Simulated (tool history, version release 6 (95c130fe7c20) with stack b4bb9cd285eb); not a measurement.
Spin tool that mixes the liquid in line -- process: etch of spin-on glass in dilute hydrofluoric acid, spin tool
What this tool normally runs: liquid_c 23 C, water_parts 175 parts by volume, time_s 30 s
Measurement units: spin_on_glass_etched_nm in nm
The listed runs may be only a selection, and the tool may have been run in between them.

run   hour  liquid_c  water_parts  time_s  wafers since the last listed run  hours since the thermometer was replaced  hours since the hydrofluoric acid flow meter was replaced  hours since the gauge calibration  read-back film thickness of the spin-on glass reference wafer, read on the same gauge (nm)  spin_on_glass_etched_nm
  1      0      25.5          175      30                                 0                                    1867.8                                                     1610.7                              373.1                                                                                      129.98                     8.66
  2   58.5      25.5          175      30                               579                                    1926.3                                                     1669.2                              431.6                                                                                      129.98                     8.61
      87.9  -- gauge calibrated
  3   91.5      25.5          175      30                               327                                    1959.3                                                     1702.2                                3.6                                                                                      129.98                     8.62
  4  129.5        23          175      20                               376                                    1997.3                                                     1740.2                               41.6                                                                                      130.01                     5.22
  5  166.7        23          175      20                               368                                    2034.5                                                     1777.4                               78.8                                                                                      130.02                     5.21
  6  220.8        23          175      20                               536                                    2088.6                                                     1831.5                              132.9                                                                                      130.04                     5.25
  7  246.9        23          175      30                               258                                    2114.7                                                     1857.6                                159                                                                                      129.98                     7.83
  8  298.4        23          175      25                               510                                    2166.2                                                     1909.1                              210.5                                                                                      130.01                     6.47
  9    327        23          175      30                               283                                    2194.8                                                     1937.7                              239.1                                                                                      129.98                     7.82
 10  373.8        23          175      30                               463                                    2241.6                                                     1984.5                              285.9                                                                                      129.97                     7.75
 11  407.3        26          130      30                               331                                    2275.1                                                       2018                              319.4                                                                                      130.02                    12.23
 12  450.9        23          200      40                               432                                    2318.7                                                     2061.6                                363                                                                                      129.99                     8.81
 13  516.4        23          175      30                               649                                    2384.2                                                     2127.1                              428.5                                                                                      129.96                      7.8
 14  556.1        23          175      30                               393                                    2423.9                                                     2166.8                              468.2                                                                                      130.03                     7.68
     575.2  -- gauge calibrated
 15  622.9      21.5          175      40                               661                                    2490.7                                                     2233.6                               47.7                                                                                      130.02                     9.81
     653.9  -- hydrofluoric acid flow meter replaced
     665.8  -- thermometer replaced
 16  688.1        18          175      15                               626                                      22.3                                                       34.2                              112.9                                                                                      130.01                     3.41
 17  715.1        23          100      30                               267                                      49.3                                                       61.2                              139.9                                                                                      129.97                    15.82
 18  780.8        23          175      30                               651                                       115                                                      126.9                              205.6                                                                                         130                     8.39
 19  837.1        27          205      15                               557                                     171.3                                                      183.2                              261.9                                                                                      129.98                     3.95

For run 20, what comes out?
 20   888      20.5          175      30                               504                                     222.2                                                      234.1                              312.8                                                                                           ?                        ?

{"run 20": {"read-back film thickness of the spin-on glass reference wafer, read on the same gauge (nm)": 130, "spin_on_glass_etched_nm": 7.49}}
Were there no unlogged condition in the tool, this run, its random variation unchanged, would have produced spin_on_glass_etched_nm 7.57 nm.
